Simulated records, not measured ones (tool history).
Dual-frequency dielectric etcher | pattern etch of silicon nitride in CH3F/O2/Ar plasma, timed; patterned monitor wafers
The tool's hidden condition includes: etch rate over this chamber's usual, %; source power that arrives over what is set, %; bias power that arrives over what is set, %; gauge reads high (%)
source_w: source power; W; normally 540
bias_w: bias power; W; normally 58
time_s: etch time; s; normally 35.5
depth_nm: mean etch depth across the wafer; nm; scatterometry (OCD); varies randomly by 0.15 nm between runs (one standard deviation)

run,day,source_w,bias_w,time_s,wafers since the last listed run,hours since the last wet clean,hours since the last source power generator calibration,hours since the last bias power generator calibration,hours since the last upper electrode change,hours since the gauge calibration,"read-back reference wafer on the same gauge, depth_nm",depth_nm
1,0.000,540,58,40.0,0,65.7,4125.7,4583.3,2374.4,826.4,23.62,26.48
2,1.750,540,58,40.0,528,107.7,4167.7,4625.3,2416.4,868.4,23.57,26.43
3,4.662,540,58,40.0,878,177.6,4237.6,4695.2,2486.3,938.3,23.64,26.69
4,7.412,540,53,35.5,829,243.6,4303.6,4761.2,2552.3,1004.3,23.49,22.86
5,10.392,540,58,41.0,898,315.1,4375.1,4832.7,2623.8,1075.8,23.64,27.33
6,14.842,540,58,41.0,1342,421.9,4481.9,4939.5,2730.6,1182.6,23.60,27.86
7,18.067,510,58,35.5,973,499.3,4559.3,5016.9,2808.0,1260.0,23.54,23.62
8,19.692,510,58,35.5,490,538.3,4598.3,5055.9,2847.0,1299.0,23.55,23.69

Run 9 is up next; what results do you expect?
# day 21.562: wet clean of the chamber
9,23.279,480,58,35.5,780,41.2,4684.4,5142.0,2933.1,1385.1,?,?

{"run 9": {"read-back reference wafer on the same gauge, depth_nm": 23.57, "depth_nm": 21.71}}
Take away the tool's hidden state, keep the run-to-run variation as it was, and the same run would have given depth_nm 21.65 nm.
